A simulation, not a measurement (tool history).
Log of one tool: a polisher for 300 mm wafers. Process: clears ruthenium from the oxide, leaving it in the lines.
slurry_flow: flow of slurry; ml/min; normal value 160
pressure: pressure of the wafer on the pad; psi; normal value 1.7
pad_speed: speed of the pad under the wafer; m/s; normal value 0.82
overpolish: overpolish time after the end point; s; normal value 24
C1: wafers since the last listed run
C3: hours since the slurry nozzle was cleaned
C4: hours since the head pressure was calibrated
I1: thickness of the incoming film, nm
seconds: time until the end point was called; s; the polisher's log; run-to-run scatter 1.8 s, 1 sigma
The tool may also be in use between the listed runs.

{"run": 1, "hour": 0.0, "slurry_flow": 160, "pressure": 1.7, "pad_speed": 0.82, "overpolish": 24, "C1": 0, "wafers polished on this pad": 1290, "C3": 225.6, "C4": 117.0, "I1": 107.9, "seconds": 134.9}
{"run": 2, "hour": 76.4, "slurry_flow": 160, "pressure": 1.7, "pad_speed": 0.82, "overpolish": 24, "C1": 561, "wafers polished on this pad": 1852, "C3": 302.0, "C4": 193.4, "I1": 109.6, "seconds": 143.2}
{"run": 3, "hour": 145.4, "slurry_flow": 160, "pressure": 1.7, "pad_speed": 0.82, "overpolish": 24, "C1": 507, "wafers polished on this pad": 2359, "C3": 371.0, "C4": 262.4, "I1": 110.7, "seconds": 146.9}
{"run": 4, "hour": 242.1, "slurry_flow": 160, "pressure": 1.7, "pad_speed": 0.82, "overpolish": 24, "C1": 710, "wafers polished on this pad": 3070, "C3": 467.7, "C4": 359.1, "I1": 112.2, "seconds": 151.9}
{"run": 5, "hour": 315.7, "slurry_flow": 160, "pressure": 1.7, "pad_speed": 0.82, "overpolish": 24, "C1": 540, "wafers polished on this pad": 3611, "C3": 541.3, "C4": 432.7, "I1": 110.2, "seconds": 151.5}
{"hour": 360.9, "done": "worn pad replaced by a new one"}
{"run": 6, "hour": 408.0, "slurry_flow": 160, "pressure": 1.7, "pad_speed": 0.82, "overpolish": 24, "C1": 648, "wafers polished on this pad": 346, "C3": 633.6, "C4": 525.0, "I1": 109.5, "seconds": 158.0}
{"hour": 415.6, "done": "slurry nozzle cleaned"}
{"hour": 460.2, "done": "head pressure recalibrated"}
{"run": 7, "hour": 716.8, "slurry_flow": 160, "pressure": 1.7, "pad_speed": 0.82, "overpolish": 24, "C1": 2247, "wafers polished on this pad": 2593, "C3": 301.2, "C4": 256.6, "I1": 110.6, "seconds": 150.5}
{"run": 8, "hour": 793.1, "slurry_flow": 160, "pressure": 1.7, "pad_speed": 0.82, "overpolish": 24, "C1": 560, "wafers polished on this pad": 3154, "C3": 377.5, "C4": 332.9, "I1": 111.3, "seconds": 149.8}
{"run": 9, "hour": 847.4, "slurry_flow": 160, "pressure": 1.7, "pad_speed": 0.82, "overpolish": 24, "C1": 399, "wafers polished on this pad": 3553, "C3": 431.8, "C4": 387.2, "I1": 109.8, "seconds": 151.4}
{"run": 10, "hour": 949.8, "slurry_flow": 160, "pressure": 1.7, "pad_speed": 0.82, "overpolish": 24, "C1": 752, "wafers polished on this pad": 4305, "C3": 534.2, "C4": 489.6, "I1": 107.9, "seconds": 155.5}
{"hour": 989.2, "done": "worn pad replaced by a new one"}
{"hour": 1006.2, "done": "slurry nozzle cleaned"}
{"hour": 1006.4, "done": "head pressure recalibrated"}
{"run": 11, "hour": 1032.6, "slurry_flow": 160, "pressure": 1.3, "pad_speed": 0.82, "overpolish": 33, "C1": 570, "wafers polished on this pad": 309, "C3": 26.4, "C4": 26.2, "I1": 110.2, "seconds": 162.5}
{"run": 12, "hour": 1093.2, "slurry_flow": 160, "pressure": 1.3, "pad_speed": 0.82, "overpolish": 33, "C1": 445, "wafers polished on this pad": 755, "C3": 87.0, "C4": 86.8, "I1": 111.0, "seconds": 167.8}
{"run": 13, "hour": 1151.6, "slurry_flow": 160, "pressure": 1.3, "pad_speed": 0.82, "overpolish": 33, "C1": 429, "wafers polished on this pad": 1184, "C3": 145.4, "C4": 145.2, "I1": 109.1, "seconds": 166.9}
{"run": 14, "hour": 1218.8, "slurry_flow": 185, "pressure": 1.7, "pad_speed": 0.82, "overpolish": 24, "C1": 493, "wafers polished on this pad": 1678, "C3": 212.6, "C4": 212.4, "I1": 109.8, "seconds": 141.5}
{"run": 15, "hour": 1309.3, "slurry_flow": 185, "pressure": 1.7, "pad_speed": 0.82, "overpolish": 24, "C1": 665, "wafers polished on this pad": 2343, "C3": 303.1, "C4": 302.9, "I1": 110.7, "seconds": 144.8}
{"run": 16, "hour": 1367.6, "slurry_flow": 185, "pressure": 1.7, "pad_speed": 0.82, "overpolish": 24, "C1": 428, "wafers polished on this pad": 2772, "C3": 361.4, "C4": 361.2, "I1": 110.1, "seconds": 148.4}
{"run": 17, "hour": 1471.4, "slurry_flow": 160, "pressure": 1.7, "pad_speed": 0.82, "overpolish": 24, "C1": 762, "wafers polished on this pad": 3534, "C3": 465.2, "C4": 465.0, "I1": 109.1, "seconds": 155.9}
{"hour": 1575.8, "done": "head pressure recalibrated"}
{"run": 18, "hour": 1576.3, "slurry_flow": 135, "pressure": 1.3, "pad_speed": 1.06, "overpolish": 15, "C1": 756, "wafers polished on this pad": 4291, "C3": 570.1, "C4": 0.5, "I1": 108.0, "seconds": 141.8}
{"hour": 1599.6, "done": "worn pad replaced by a new one"}
{"hour": 1603.5, "done": "slurry nozzle cleaned"}
{"run": 19, "hour": 1680.6, "slurry_flow": 160, "pressure": 1.7, "pad_speed": 1.02, "overpolish": 28, "C1": 729, "wafers polished on this pad": 587, "C3": 77.1, "C4": 104.8, "I1": 110.9, "seconds": 112.2}
{"run": 20, "hour": 1772.0, "slurry_flow": 140, "pressure": 1.7, "pad_speed": 0.58, "overpolish": 24, "C1": 671, "wafers polished on this pad": 1259, "C3": 168.5, "C4": 196.2, "I1": 110.2, "seconds": 203.6}
{"run": 21, "hour": 1814.1, "slurry_flow": 195, "pressure": 1.7, "pad_speed": 0.82, "overpolish": 24, "C1": 309, "wafers polished on this pad": 1569, "C3": 210.6, "C4": 238.3, "I1": 108.1, "seconds": 135.3}
{"run": 22, "hour": 1881.1, "slurry_flow": 205, "pressure": 1.5, "pad_speed": 1.02, "overpolish": 29, "C1": 492, "wafers polished on this pad": 2061, "C3": 277.6, "C4": 305.3, "I1": 110.5, "seconds": 123.0}
{"run": 23, "hour": 1944.6, "slurry_flow": 200, "pressure": 2.2, "pad_speed": 0.82, "overpolish": 18, "C1": 466, "wafers polished on this pad": 2528, "C3": 341.1, "C4": 368.8, "I1": 110.0, "seconds": 118.1}
{"run": 24, "hour": 1989.1, "slurry_flow": 115, "pressure": 1.7, "pad_speed": 0.82, "overpolish": 24, "C1": 327, "wafers polished on this pad": 2855, "C3": 385.6, "C4": 413.3, "I1": 111.5, "seconds": 166.3}
{"run": 25, "hour": 2032.0, "slurry_flow": 160, "pressure": 1.7, "pad_speed": 0.82, "overpolish": 24, "C1": 315, "wafers polished on this pad": 3170, "C3": 428.5, "C4": 456.2, "I1": 108.4, "seconds": 149.3}
{"run": 26, "hour": 2084.4, "slurry_flow": 160, "pressure": 1.1, "pad_speed": 0.56, "overpolish": 16, "C1": 385, "wafers polished on this pad": 3555, "C3": 480.9, "C4": 508.6, "I1": 110.6, "seconds": 308.0}
{"run": 27, "hour": 2157.1, "slurry_flow": 160, "pressure": 1.7, "pad_speed": 1.1, "overpolish": 24, "C1": 534, "wafers polished on this pad": 4089, "C3": 553.6, "C4": 581.3, "I1": 109.8, "seconds": 119.9}
{"run": 28, "hour": 2229.2, "slurry_flow": 205, "pressure": 1.7, "pad_speed": 0.82, "overpolish": 24, "C1": 529, "wafers polished on this pad": 4619, "C3": 625.7, "C4": 653.4, "I1": 112.1, "seconds": 158.9}
{"hour": 2254.9, "done": "head pressure recalibrated"}
{"hour": 2261.3, "done": "slurry nozzle cleaned"}
{"hour": 2277.5, "done": "worn pad replaced by a new one"}
{"run": 29, "hour": 2332.3, "slurry_flow": 190, "pressure": 1.1, "pad_speed": 0.64, "overpolish": 15, "C1": 706, "wafers polished on this pad": 402, "C3": 71.0, "C4": 77.4, "I1": 111.2, "seconds": 221.7}
{"run": 30, "hour": 2594.6, "slurry_flow": 160, "pressure": 1.7, "pad_speed": 0.82, "overpolish": 24, "C1": 1927, "wafers polished on this pad": 2330, "C3": 333.3, "C4": 339.7, "I1": 111.7, "seconds": 150.0}
{"run": 31, "hour": 2639.7, "slurry_flow": 160, "pressure": 1.4, "pad_speed": 0.82, "overpolish": 24, "C1": 331, "wafers polished on this pad": 2661, "C3": 378.4, "C4": 384.8, "I1": 111.2, "seconds": 170.6}
{"run": 32, "hour": 2740.2, "slurry_flow": 160, "pressure": 2.2, "pad_speed": 0.82, "overpolish": 24, "C1": 738, "wafers polished on this pad": 3400, "C3": 478.9, "C4": 485.3, "I1": 109.7, "seconds": 126.6}
{"run": 33, "hour": 2780.4, "slurry_flow": 160, "pressure": 2.2, "pad_speed": 0.82, "overpolish": 24, "C1": 295, "wafers polished on this pad": 3695, "C3": 519.1, "C4": 525.5, "I1": 110.9, "seconds": 132.3}
{"run": 34, "hour": 2818.4, "slurry_flow": 160, "pressure": 2.1, "pad_speed": 0.82, "overpolish": 24, "C1": 279, "wafers polished on this pad": 3975, "C3": 557.1, "C4": 563.5, "I1": 110.1, "seconds": 135.1}
{"hour": 2854.0, "done": "worn pad replaced by a new one"}
{"hour": 2856.8, "done": "head pressure recalibrated"}
{"run": 35, "hour": 2863.2, "slurry_flow": 160, "pressure": 1.7, "pad_speed": 0.82, "overpolish": 24, "C1": 285, "wafers polished on this pad": 52, "C3": 601.9, "C4": 6.4, "I1": 108.6, "seconds": 148.3}
{"run": 36, "hour": 2936.2, "slurry_flow": 160, "pressure": 2.2, "pad_speed": 0.82, "overpolish": 31, "C1": 536, "wafers polished on this pad": 589, "C3": 674.9, "C4": 79.4, "I1": 108.1, "seconds": 124.9}
{"hour": 2960.0, "done": "slurry nozzle cleaned"}
{"run": 37, "hour": 2987.2, "slurry_flow": 140, "pressure": 1.7, "pad_speed": 1.06, "overpolish": 24, "C1": 367, "wafers polished on this pad": 956, "C3": 27.2, "C4": 130.4, "I1": 110.1, "seconds": 111.6}

Describe how what the log doesn't record of the tool's condition differs between the last listed run preceding each entry between runs and the first listed run following it.
In the gap between runs 5 and 6: worn pad replaced by a new one (hour 360.9)
  slurry flow missing at the pad, %: 28.5 -> 33.4; deviation of the head's pressure from its setpoint, %: -6.75 -> -8.53
  measured result minus the result with no hidden state, seconds: +17.2 -> +22.3 s
In the gap between runs 6 and 7: slurry nozzle cleaned (hour 415.6); head pressure recalibrated (hour 460.2)
  slurry flow missing at the pad, %: 33.4 -> 20.4; deviation of the head's pressure from its setpoint, %: -8.53 -> -4.86
  measured result minus the result with no hidden state, seconds: +22.3 -> +11.5 s
In the gap between runs 10 and 11: worn pad replaced by a new one (hour 989.2); slurry nozzle cleaned (hour 1006.2); head pressure recalibrated (hour 1006.4)
  slurry flow missing at the pad, %: 32.7 -> 3.91; deviation of the head's pressure from its setpoint, %: -9.35 -> -2.04
  measured result minus the result with no hidden state, seconds: +22.3 -> +3.4 s
In the gap between runs 17 and 18: head pressure recalibrated (hour 1575.8)
  slurry flow missing at the pad, %: 27 -> 32.6; deviation of the head's pressure from its setpoint, %: -10.5 -> -0.675
  measured result minus the result with no hidden state, seconds: +20.6 -> +14.7 s
In the gap between runs 18 and 19: worn pad replaced by a new one (hour 1599.6); slurry nozzle cleaned (hour 1603.5)
  slurry flow missing at the pad, %: 32.6 -> 4.51; deviation of the head's pressure from its setpoint, %: -0.675 -> -2.69
  measured result minus the result with no hidden state, seconds: +14.7 -> +3.0 s
In the gap between runs 28 and 29: head pressure recalibrated (hour 2254.9); slurry nozzle cleaned (hour 2261.3); worn pad replaced by a new one (hour 2277.5)
  slurry flow missing at the pad, %: 33.4 -> 5.98; deviation of the head's pressure from its setpoint, %: -13.3 -> 0.0649
  measured result minus the result with no hidden state, seconds: +24.4 -> +2.0 s
In the gap between runs 34 and 35: worn pad replaced by a new one (hour 2854.0); head pressure recalibrated (hour 2856.8)
  slurry flow missing at the pad, %: 31.6 -> 34; deviation of the head's pressure from its setpoint, %: -9.31 -> -0.331
  measured result minus the result with no hidden state, seconds: +18.9 -> +13.7 s
In the gap between runs 36 and 37: slurry nozzle cleaned (hour 2960.0)
  slurry flow missing at the pad, %: 37.8 -> 6.69; deviation of the head's pressure from its setpoint, %: -1.74 -> -2.72
  measured result minus the result with no hidden state, seconds: +14.6 -> +3.6 s

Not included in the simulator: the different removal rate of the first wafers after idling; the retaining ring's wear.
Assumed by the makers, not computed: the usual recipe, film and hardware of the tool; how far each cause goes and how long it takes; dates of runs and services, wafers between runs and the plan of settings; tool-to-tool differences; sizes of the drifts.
